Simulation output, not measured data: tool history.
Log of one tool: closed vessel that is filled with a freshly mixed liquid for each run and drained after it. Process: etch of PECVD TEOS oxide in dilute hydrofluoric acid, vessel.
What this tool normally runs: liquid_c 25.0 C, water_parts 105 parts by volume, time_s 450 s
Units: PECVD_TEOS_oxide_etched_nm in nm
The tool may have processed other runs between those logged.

| run | hour | liquid_c | water_parts | time_s | read-back film thickness of the PECVD TEOS oxide reference wafer, read on the same gauge (nm) | PECVD_TEOS_oxide_etched_nm |
|---|---|---|---|---|---|---|
| 1 | 0.0 | 25.0 | 105 | 645 | 116.78 | 70.03 |
|  | 21.6 | thermometer replaced |
| 2 | 61.4 | 25.0 | 105 | 450 | 117.00 | 48.68 |
| 3 | 120.0 | 25.0 | 125 | 450 | 117.17 | 40.03 |
| 4 | 173.5 | 25.0 | 125 | 450 | 117.32 | 39.99 |
| 5 | 214.7 | 25.0 | 125 | 450 | 117.33 | 40.15 |
| 6 | 253.1 | 25.0 | 105 | 595 | 117.47 | 65.11 |
| 7 | 322.8 | 25.0 | 105 | 595 | 117.62 | 65.66 |
| 8 | 360.3 | 25.0 | 105 | 595 | 117.65 | 65.79 |
| 9 | 403.2 | 25.0 | 105 | 450 | 117.76 | 49.27 |
| 10 | 470.4 | 25.0 | 105 | 450 | 117.83 | 49.75 |
|  | 496.4 | hydrofluoric acid flow meter replaced |
| 11 | 533.9 | 25.0 | 105 | 450 | 117.89 | 49.41 |
| 12 | 578.9 | 25.0 | 105 | 450 | 117.95 | 49.26 |
|  | 733.7 | gauge calibrated |
| 13 | 760.2 | 25.0 | 105 | 450 | 110.27 | 46.44 |
| 14 | 819.1 | 25.0 | 105 | 450 | 111.00 | 46.11 |
| 15 | 854.1 | 25.0 | 105 | 450 | 111.40 | 46.72 |
| 16 | 897.5 | 25.0 | 105 | 450 | 111.85 | 46.71 |
| 17 | 928.1 | 29.5 | 105 | 450 | 112.21 | 55.34 |
| 18 | 998.0 | 21.0 | 75 | 450 | 112.84 | 58.86 |
|  | 1007.8 | thermometer replaced |
| 19 | 1036.9 | 27.5 | 105 | 220 | 113.26 | 25.24 |
| 20 | 1093.6 | 21.0 | 75 | 450 | 113.70 | 59.14 |
| 21 | 1125.3 | 23.0 | 145 | 450 | 113.93 | 30.97 |
| 22 | 1154.5 | 21.5 | 105 | 450 | 114.17 | 41.03 |
| 23 | 1211.9 | 20.5 | 105 | 350 | 114.56 | 31.25 |
| 24 | 1253.3 | 25.0 | 105 | 450 | 114.79 | 47.45 |
| 25 | 1279.0 | 27.0 | 105 | 290 | 114.98 | 32.83 |
| 26 | 1340.4 | 28.5 | 105 | 450 | 115.31 | 55.70 |
| 27 | 1381.8 | 29.0 | 135 | 280 | 115.51 | 26.45 |
| 28 | 1438.5 | 25.0 | 105 | 450 | 115.78 | 48.78 |
| 29 | 1465.6 | 22.0 | 90 | 450 | 115.91 | 52.27 |
| 30 | 1490.9 | 25.0 | 105 | 450 | 116.02 | 48.98 |
| 31 | 1560.0 | 25.0 | 105 | 450 | 116.31 | 48.16 |
| 32 | 1585.3 | 21.0 | 75 | 450 | 116.40 | 59.86 |
| 33 | 1644.8 | 27.0 | 130 | 450 | 116.58 | 41.02 |

Alternative continuations, all from the tool just after run 33; predict every row:
| A | 1645.6 | 25.0 | 105 | 450 | ? | ? |
| B | 1645.6 | 25.0 | 70 | 685 | ? | ? |
| C | 1645.6 | 26.5 | 125 | 205 | ? | ? |
| D | 1645.6 | 25.0 | 65 | 450 | ? | ? |

| run | read-back film thickness of the PECVD TEOS oxide reference wafer, read on the same gauge (nm) | PECVD_TEOS_oxide_etched_nm |
|---|---|---|
| A | 116.60 | 48.67 |
| B | 116.60 | 116.23 |
| C | 116.60 | 19.25 |
| D | 116.60 | 82.78 |
Had the tool no hidden state, the same runs would have come out as:
| run | PECVD_TEOS_oxide_etched_nm |
|---|---|
| A | 45.91 |
| B | 109.65 |
| C | 18.15 |
| D | 78.09 |
